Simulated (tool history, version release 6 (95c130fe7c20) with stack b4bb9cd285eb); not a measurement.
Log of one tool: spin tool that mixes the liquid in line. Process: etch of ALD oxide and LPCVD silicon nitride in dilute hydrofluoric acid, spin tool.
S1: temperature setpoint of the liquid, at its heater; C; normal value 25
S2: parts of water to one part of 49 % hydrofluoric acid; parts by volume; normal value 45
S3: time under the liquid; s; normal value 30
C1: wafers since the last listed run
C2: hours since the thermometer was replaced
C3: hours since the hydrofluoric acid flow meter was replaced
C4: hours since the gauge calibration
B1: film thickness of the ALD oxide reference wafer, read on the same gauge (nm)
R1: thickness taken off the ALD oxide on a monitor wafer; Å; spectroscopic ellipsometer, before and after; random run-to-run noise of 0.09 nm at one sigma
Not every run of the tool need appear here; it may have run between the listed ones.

run     day  S1  S2  S3   C1      C2      C3     C4     B1     R1
  1   0.000  25  45  30    0  1820.8  1857.9   54.1  49.98  134.8
  2   0.992  25  45  30  179  1844.6  1881.7   77.9  50.01  134.5
  3   2.217  25  45  30  221  1874.0  1911.1  107.3  50.00  133.3
  4   2.742  25  45  30   94  1886.6  1923.7  119.9  50.05  134.0
  5   3.546  25  45  30  145  1905.9  1943.0  139.2  50.03  132.3
  6   4.921  25  45  30  248  1938.9  1976.0  172.2  49.96  133.0
  7   5.729  25  45  30  145  1958.3  1995.4  191.6  49.97  132.5
  8   6.692  25  45  30  173  1981.4  2018.5  214.7  50.02  133.2
      7.350  -- hydrofluoric acid flow meter replaced
  9   7.912  23  45  30  212  2010.7    13.5  244.0  50.00  145.1
 10   9.038  25  45  30  203  2037.7    40.5  271.0  50.01  155.7
      9.808  -- thermometer replaced
 11  10.379  25  45  30  234    13.7    72.7  303.2  49.99  157.0

Predict the results of run 12:
     10.521  -- gauge calibrated
 12  11.079  25  45  30  126  30.5  89.5  13.4   ?   ?

Logged for run 12: B1 50.04, R1 154.7 Å.
Minus the tool's unlogged condition, the same run would have read R1 157.1 Å.
